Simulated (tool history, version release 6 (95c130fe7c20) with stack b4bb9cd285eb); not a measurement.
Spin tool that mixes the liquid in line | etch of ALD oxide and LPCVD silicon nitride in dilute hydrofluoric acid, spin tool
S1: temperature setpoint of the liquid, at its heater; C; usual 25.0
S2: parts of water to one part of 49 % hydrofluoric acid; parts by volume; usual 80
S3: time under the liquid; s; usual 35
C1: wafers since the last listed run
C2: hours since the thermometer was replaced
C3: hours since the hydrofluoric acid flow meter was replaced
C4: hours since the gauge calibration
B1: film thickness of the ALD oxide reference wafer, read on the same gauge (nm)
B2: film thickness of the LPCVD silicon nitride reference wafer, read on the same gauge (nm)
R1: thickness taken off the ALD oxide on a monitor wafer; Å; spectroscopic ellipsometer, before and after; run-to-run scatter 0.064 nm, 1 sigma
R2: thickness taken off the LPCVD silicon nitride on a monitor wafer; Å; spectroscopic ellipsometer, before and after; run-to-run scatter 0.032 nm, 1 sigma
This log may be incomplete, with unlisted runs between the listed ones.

{"run": 1, "hour": 0.0, "S1": 22.0, "S2": 50, "S3": 35, "C1": 0, "C2": 1746.9, "C3": 561.0, "C4": 150.9, "B1": 100.0, "B2": 30.003, "R1": 154.6, "R2": 2.35}
{"run": 2, "hour": 9.0, "S1": 22.0, "S2": 50, "S3": 35, "C1": 146, "C2": 1755.9, "C3": 570.0, "C4": 159.9, "B1": 100.01, "B2": 29.99, "R1": 155.9, "R2": 3.03}
{"run": 3, "hour": 15.6, "S1": 22.0, "S2": 50, "S3": 35, "C1": 107, "C2": 1762.5, "C3": 576.6, "C4": 166.5, "B1": 100.02, "B2": 30.007, "R1": 155.2, "R2": 2.77}
{"run": 4, "hour": 30.5, "S1": 25.0, "S2": 80, "S3": 35, "C1": 243, "C2": 1777.4, "C3": 591.5, "C4": 181.4, "B1": 100.0, "B2": 30.021, "R1": 105.8, "R2": 2.04}
{"run": 5, "hour": 44.8, "S1": 25.0, "S2": 80, "S3": 35, "C1": 233, "C2": 1791.7, "C3": 605.8, "C4": 195.7, "B1": 100.01, "B2": 29.995, "R1": 103.8, "R2": 2.08}
{"run": 6, "hour": 61.1, "S1": 25.0, "S2": 80, "S3": 35, "C1": 266, "C2": 1808.0, "C3": 622.1, "C4": 212.0, "B1": 99.99, "B2": 29.995, "R1": 104.7, "R2": 2.11}
{"run": 7, "hour": 71.5, "S1": 25.0, "S2": 80, "S3": 35, "C1": 169, "C2": 1818.4, "C3": 632.5, "C4": 222.4, "B1": 99.98, "B2": 29.998, "R1": 103.5, "R2": 2.78}
{"run": 8, "hour": 80.3, "S1": 25.0, "S2": 80, "S3": 35, "C1": 143, "C2": 1827.2, "C3": 641.3, "C4": 231.2, "B1": 100.02, "B2": 30.002, "R1": 104.9, "R2": 2.13}
{"run": 9, "hour": 97.6, "S1": 25.0, "S2": 80, "S3": 35, "C1": 282, "C2": 1844.5, "C3": 658.6, "C4": 248.5, "B1": 99.96, "B2": 29.998, "R1": 104.5, "R2": 2.06}
{"run": 10, "hour": 109.4, "S1": 25.0, "S2": 80, "S3": 35, "C1": 192, "C2": 1856.3, "C3": 670.4, "C4": 260.3, "B1": 100.03, "B2": 29.986, "R1": 104.3, "R2": 1.71}
{"run": 11, "hour": 127.1, "S1": 25.0, "S2": 105, "S3": 50, "C1": 289, "C2": 1874.0, "C3": 688.1, "C4": 278.0, "B1": 99.99, "B2": 30.025, "R1": 108.8, "R2": 2.25}
{"hour": 135.1, "done": "gauge calibrated"}
{"run": 12, "hour": 135.4, "S1": 22.5, "S2": 80, "S3": 35, "C1": 135, "C2": 1882.3, "C3": 696.4, "C4": 0.3, "B1": 99.99, "B2": 30.005, "R1": 94.4, "R2": 1.53}
{"run": 13, "hour": 152.9, "S1": 21.5, "S2": 80, "S3": 50, "C1": 285, "C2": 1899.8, "C3": 713.9, "C4": 17.8, "B1": 100.01, "B2": 29.982, "R1": 129.5, "R2": 1.82}
{"hour": 156.9, "done": "hydrofluoric acid flow meter replaced"}
{"run": 14, "hour": 161.6, "S1": 27.0, "S2": 80, "S3": 15, "C1": 125, "C2": 1908.5, "C3": 4.7, "C4": 26.5, "B1": 99.98, "B2": 29.993, "R1": 51.8, "R2": 0.96}
{"run": 15, "hour": 170.0, "S1": 25.0, "S2": 80, "S3": 35, "C1": 137, "C2": 1916.9, "C3": 13.1, "C4": 34.9, "B1": 100.03, "B2": 30.007, "R1": 112.5, "R2": 2.41}
{"hour": 216.5, "done": "thermometer replaced"}
{"run": 16, "hour": 220.7, "S1": 28.5, "S2": 45, "S3": 50, "C1": 811, "C2": 4.2, "C3": 63.8, "C4": 85.6, "B1": 99.99, "B2": 29.989, "R1": 345.7, "R2": 7.21}
{"run": 17, "hour": 227.6, "S1": 28.5, "S2": 60, "S3": 15, "C1": 112, "C2": 11.1, "C3": 70.7, "C4": 92.5, "B1": 100.0, "B2": 30.005, "R1": 75.0, "R2": 1.86}
{"run": 18, "hour": 240.0, "S1": 25.0, "S2": 80, "S3": 35, "C1": 202, "C2": 23.5, "C3": 83.1, "C4": 104.9, "B1": 99.98, "B2": 30.017, "R1": 112.3, "R2": 1.71}
{"run": 19, "hour": 259.9, "S1": 21.0, "S2": 80, "S3": 35, "C1": 325, "C2": 43.4, "C3": 103.0, "C4": 124.8, "B1": 100.01, "B2": 29.992, "R1": 94.0, "R2": 1.83}
{"run": 20, "hour": 275.8, "S1": 25.0, "S2": 80, "S3": 35, "C1": 259, "C2": 59.3, "C3": 118.9, "C4": 140.7, "B1": 100.0, "B2": 29.998, "R1": 109.4, "R2": 1.92}
{"run": 21, "hour": 292.8, "S1": 27.5, "S2": 45, "S3": 20, "C1": 277, "C2": 76.3, "C3": 135.9, "C4": 157.7, "B1": 100.02, "B2": 30.002, "R1": 130.2, "R2": 2.76}
{"run": 22, "hour": 302.8, "S1": 25.0, "S2": 80, "S3": 55, "C1": 163, "C2": 86.3, "C3": 145.9, "C4": 167.7, "B1": 99.99, "B2": 29.992, "R1": 176.1, "R2": 4.38}
{"run": 23, "hour": 312.0, "S1": 25.0, "S2": 80, "S3": 35, "C1": 150, "C2": 95.5, "C3": 155.1, "C4": 176.9, "B1": 99.98, "B2": 30.004, "R1": 111.5, "R2": 2.38}
{"run": 24, "hour": 322.1, "S1": 21.5, "S2": 60, "S3": 40, "C1": 164, "C2": 105.6, "C3": 165.2, "C4": 187.0, "B1": 99.98, "B2": 30.008, "R1": 150.5, "R2": 2.62}

Give the tool's hidden conditions for every run:
liquid colder than its thermometer reads (K): 0 at every run
gauge reads high (%): 0 at every run
H1: hydrofluoric acid flow below the setpoint (%)
run=1 H1=6.75
run=2 H1=6.83
run=3 H1=6.9
run=4 H1=7.04
run=5 H1=7.18
run=6 H1=7.33
run=7 H1=7.43
run=8 H1=7.52
run=9 H1=7.68
run=10 H1=7.8
run=11 H1=7.97
run=12 H1=8.04
run=13 H1=8.21
run=14 H1=1.32
run=15 H1=1.4
run=16 H1=1.89
run=17 H1=1.96
run=18 H1=2.07
run=19 H1=2.26
run=20 H1=2.42
run=21 H1=2.58
run=22 H1=2.68
run=23 H1=2.76
run=24 H1=2.86

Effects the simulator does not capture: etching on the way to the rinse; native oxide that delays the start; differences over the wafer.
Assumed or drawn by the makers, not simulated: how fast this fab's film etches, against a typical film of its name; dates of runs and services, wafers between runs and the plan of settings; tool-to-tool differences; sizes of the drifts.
